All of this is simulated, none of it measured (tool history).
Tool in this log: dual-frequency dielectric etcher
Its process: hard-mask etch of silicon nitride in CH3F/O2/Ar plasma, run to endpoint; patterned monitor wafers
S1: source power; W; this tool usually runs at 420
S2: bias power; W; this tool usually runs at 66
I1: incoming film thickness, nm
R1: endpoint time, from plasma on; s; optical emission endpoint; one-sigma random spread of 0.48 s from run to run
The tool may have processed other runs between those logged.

run	day	S1	S2	I1	R1
1	0.000	420	66	43.34	61.4
2	0.554	420	66	43.32	60.8
3	1.058	420	66	43.62	61.8
4	1.579	420	66	43.44	61.4
5	2.254	420	66	43.34	61.0
6	2.579	420	66	43.58	62.7
7	2.946	420	78	43.58	58.3
8	3.650	420	78	43.41	58.0
9	3.908	360	71	43.16	61.9
10	4.225	360	71	43.36	62.6
11	4.596	390	66	43.61	62.7
12	5.333	480	66	43.65	60.9
# day 6.092: bias power generator calibrated
13	6.112	480	66	43.82	61.1
14	6.508	420	66	43.23	61.7
15	7.067	420	58	43.38	65.3
16	7.658	420	62	43.12	64.0
17	8.154	450	82	43.36	56.8
18	8.892	420	66	43.47	62.3
# day 10.071: wet clean of the chamber
19	10.092	420	66	43.41	58.9
20	10.108	380	77	44.05	57.3
21	10.121	420	73	43.16	57.3
# day 11.175: upper electrode replaced
# day 11.262: source power generator calibrated
22	11.283	390	77	43.36	56.3
23	11.296	420	66	43.23	58.7
24	11.558	510	66	43.58	56.0
25	12.054	380	62	43.24	61.5
26	12.554	330	66	43.38	61.9
27	12.925	420	66	42.84	58.9
28	13.300	420	56	43.49	63.6
29	13.750	340	61	43.69	63.6
30	14.033	420	74	43.22	55.2
31	14.583	450	80	43.62	54.1
32	15.112	420	66	43.49	59.0
33	15.388	320	60	43.52	64.4
34	15.862	420	55	43.32	62.8

What if the next run were any one of these 5? Each begins from the tool's condition after run 34:
A	15.879	360	66	43.50	?
B	15.879	330	80	43.50	?
C	15.879	420	80	43.50	?
D	15.879	380	73	43.50	?
E	15.879	420	71	43.50	?

run	R1
A	61.5
B	58.1
C	55.5
D	58.6
E	58.1
Take away the tool's hidden state, keep each run's random variation, and the runs would have read:
run	R1
A	61.1
B	57.7
C	55.1
D	58.2
E	57.7

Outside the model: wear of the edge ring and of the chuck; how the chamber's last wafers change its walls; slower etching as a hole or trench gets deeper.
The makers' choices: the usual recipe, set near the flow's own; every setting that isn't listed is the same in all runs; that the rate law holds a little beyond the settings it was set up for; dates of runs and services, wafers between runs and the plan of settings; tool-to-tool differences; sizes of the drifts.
